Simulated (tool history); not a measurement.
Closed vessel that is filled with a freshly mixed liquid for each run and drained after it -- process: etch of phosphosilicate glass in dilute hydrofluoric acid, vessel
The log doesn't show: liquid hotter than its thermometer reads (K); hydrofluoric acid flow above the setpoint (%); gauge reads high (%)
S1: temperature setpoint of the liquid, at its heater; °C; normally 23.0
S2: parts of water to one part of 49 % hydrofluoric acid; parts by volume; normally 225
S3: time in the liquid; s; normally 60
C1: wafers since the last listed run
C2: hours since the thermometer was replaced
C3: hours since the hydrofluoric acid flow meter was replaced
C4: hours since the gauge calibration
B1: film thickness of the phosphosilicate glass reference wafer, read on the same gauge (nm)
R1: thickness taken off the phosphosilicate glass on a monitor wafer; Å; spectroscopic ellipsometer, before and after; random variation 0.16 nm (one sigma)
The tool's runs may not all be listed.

{"run": 1, "day": 0.0, "S1": 23.0, "S2": 225, "S3": 60, "C1": 0, "C2": 62.9, "C3": 579.5, "C4": 738.3, "B1": 50.05, "R1": 400.5}
{"run": 2, "day": 2.842, "S1": 23.0, "S2": 225, "S3": 60, "C1": 5690, "C2": 131.1, "C3": 647.7, "C4": 806.5, "B1": 50.02, "R1": 401.5}
{"run": 3, "day": 4.079, "S1": 23.0, "S2": 225, "S3": 60, "C1": 2478, "C2": 160.8, "C3": 677.4, "C4": 836.2, "B1": 50.01, "R1": 404.2}
{"run": 4, "day": 6.996, "S1": 23.0, "S2": 225, "S3": 40, "C1": 5840, "C2": 230.8, "C3": 747.4, "C4": 906.2, "B1": 49.96, "R1": 267.2}
{"run": 5, "day": 9.888, "S1": 23.0, "S2": 225, "S3": 40, "C1": 5790, "C2": 300.2, "C3": 816.8, "C4": 975.6, "B1": 50.06, "R1": 268.3}
{"run": 6, "day": 11.212, "S1": 23.0, "S2": 225, "S3": 40, "C1": 2653, "C2": 332.0, "C3": 848.6, "C4": 1007.4, "B1": 49.99, "R1": 269.8}
{"run": 7, "day": 13.712, "S1": 23.0, "S2": 225, "S3": 60, "C1": 5006, "C2": 392.0, "C3": 908.6, "C4": 1067.4, "B1": 50.04, "R1": 407.3}
{"day": 15.067, "done": "hydrofluoric acid flow meter replaced"}
{"run": 8, "day": 16.504, "S1": 23.0, "S2": 225, "S3": 60, "C1": 5507, "C2": 459.0, "C3": 34.5, "C4": 1134.4, "B1": 50.01, "R1": 405.3}
{"run": 9, "day": 18.254, "S1": 23.0, "S2": 225, "S3": 60, "C1": 3504, "C2": 501.0, "C3": 76.5, "C4": 1176.4, "B1": 49.96, "R1": 409.3}
{"run": 10, "day": 19.517, "S1": 23.0, "S2": 225, "S3": 60, "C1": 2528, "C2": 531.3, "C3": 106.8, "C4": 1206.7, "B1": 50.01, "R1": 405.3}
{"run": 11, "day": 21.15, "S1": 21.5, "S2": 225, "S3": 60, "C1": 3270, "C2": 570.5, "C3": 146.0, "C4": 1245.9, "B1": 49.98, "R1": 386.4}
{"run": 12, "day": 23.283, "S1": 27.0, "S2": 225, "S3": 60, "C1": 4272, "C2": 621.7, "C3": 197.2, "C4": 1297.1, "B1": 50.01, "R1": 470.6}
{"run": 13, "day": 25.925, "S1": 20.0, "S2": 225, "S3": 60, "C1": 5290, "C2": 685.1, "C3": 260.6, "C4": 1360.5, "B1": 50.06, "R1": 368.4}
{"run": 14, "day": 28.088, "S1": 20.0, "S2": 225, "S3": 60, "C1": 4330, "C2": 737.0, "C3": 312.5, "C4": 1412.4, "B1": 50.04, "R1": 364.8}
{"run": 15, "day": 29.912, "S1": 25.5, "S2": 225, "S3": 60, "C1": 3654, "C2": 780.8, "C3": 356.3, "C4": 1456.2, "B1": 50.02, "R1": 447.5}
{"run": 16, "day": 31.504, "S1": 20.5, "S2": 225, "S3": 60, "C1": 3187, "C2": 819.0, "C3": 394.5, "C4": 1494.4, "B1": 49.96, "R1": 373.2}
{"run": 17, "day": 32.508, "S1": 18.0, "S2": 225, "S3": 40, "C1": 2010, "C2": 843.1, "C3": 418.6, "C4": 1518.5, "B1": 49.98, "R1": 227.1}
{"run": 18, "day": 34.312, "S1": 23.0, "S2": 225, "S3": 60, "C1": 3612, "C2": 886.4, "C3": 461.9, "C4": 1561.8, "B1": 49.99, "R1": 410.7}
{"run": 19, "day": 36.921, "S1": 26.5, "S2": 335, "S3": 80, "C1": 5223, "C2": 949.0, "C3": 524.5, "C4": 1624.4, "B1": 49.98, "R1": 371.7}
{"day": 37.738, "done": "thermometer replaced"}
{"run": 20, "day": 39.367, "S1": 28.0, "S2": 130, "S3": 60, "C1": 4814, "C2": 39.1, "C3": 583.2, "C4": 1683.1, "B1": 50.02, "R1": 937.4}
{"run": 21, "day": 41.496, "S1": 21.0, "S2": 315, "S3": 75, "C1": 4263, "C2": 90.2, "C3": 634.3, "C4": 1734.2, "B1": 49.97, "R1": 306.0}
{"run": 22, "day": 43.408, "S1": 23.0, "S2": 225, "S3": 60, "C1": 3829, "C2": 136.1, "C3": 680.2, "C4": 1780.1, "B1": 49.99, "R1": 402.4}
{"day": 45.525, "done": "gauge calibrated"}
{"run": 23, "day": 45.529, "S1": 24.5, "S2": 115, "S3": 30, "C1": 4247, "C2": 187.0, "C3": 731.1, "C4": 0.1, "B1": 50.0, "R1": 471.8}
{"run": 24, "day": 47.529, "S1": 23.0, "S2": 225, "S3": 60, "C1": 4005, "C2": 235.0, "C3": 779.1, "C4": 48.1, "B1": 50.02, "R1": 404.9}
{"run": 25, "day": 48.738, "S1": 27.5, "S2": 135, "S3": 70, "C1": 2419, "C2": 264.0, "C3": 808.1, "C4": 77.1, "B1": 50.04, "R1": 1028.9}
{"run": 26, "day": 51.217, "S1": 23.0, "S2": 155, "S3": 60, "C1": 4964, "C2": 323.5, "C3": 867.6, "C4": 136.6, "B1": 50.02, "R1": 632.8}
{"run": 27, "day": 53.996, "S1": 23.0, "S2": 290, "S3": 35, "C1": 5565, "C2": 390.2, "C3": 934.3, "C4": 203.3, "B1": 49.98, "R1": 172.4}
{"day": 54.05, "done": "hydrofluoric acid flow meter replaced"}
{"run": 28, "day": 55.346, "S1": 24.5, "S2": 225, "S3": 35, "C1": 2620, "C2": 422.6, "C3": 31.1, "C4": 235.7, "B1": 50.02, "R1": 251.6}
{"run": 29, "day": 56.833, "S1": 21.5, "S2": 280, "S3": 70, "C1": 2978, "C2": 458.3, "C3": 66.8, "C4": 271.4, "B1": 50.03, "R1": 345.3}
{"run": 30, "day": 59.608, "S1": 25.5, "S2": 225, "S3": 60, "C1": 5557, "C2": 524.9, "C3": 133.4, "C4": 338.0, "B1": 50.01, "R1": 446.1}
{"run": 31, "day": 62.329, "S1": 23.0, "S2": 225, "S3": 40, "C1": 5448, "C2": 590.2, "C3": 198.7, "C4": 403.3, "B1": 50.03, "R1": 273.1}

Here are 5 independent what-if runs from the current tool condition. What would each one return?
{"run": "A", "day": 62.358, "S1": 23.0, "S2": 290, "S3": 60, "C1": 58, "C2": 590.9, "C3": 199.4, "C4": 404.0, "B1": "?", "R1": "?"}
{"run": "B", "day": 62.358, "S1": 18.5, "S2": 225, "S3": 60, "C1": 58, "C2": 590.9, "C3": 199.4, "C4": 404.0, "B1": "?", "R1": "?"}
{"run": "C", "day": 62.358, "S1": 18.5, "S2": 225, "S3": 50, "C1": 58, "C2": 590.9, "C3": 199.4, "C4": 404.0, "B1": "?", "R1": "?"}
{"run": "D", "day": 62.358, "S1": 23.0, "S2": 160, "S3": 85, "C1": 58, "C2": 590.9, "C3": 199.4, "C4": 404.0, "B1": "?", "R1": "?"}
{"run": "E", "day": 62.358, "S1": 26.5, "S2": 225, "S3": 90, "C1": 58, "C2": 590.9, "C3": 199.4, "C4": 404.0, "B1": "?", "R1": "?"}

run=A B1=50.03 R1=295.4
run=B B1=50.03 R1=343.3
run=C B1=50.03 R1=286.1
run=D B1=50.03 R1=868.3
run=E B1=50.03 R1=691.1
Without the tool's unlogged condition, the same runs would have read:
run=A R1=289.8
run=B R1=336.1
run=C R1=280.1
run=D R1=850.2
run=E R1=677.9
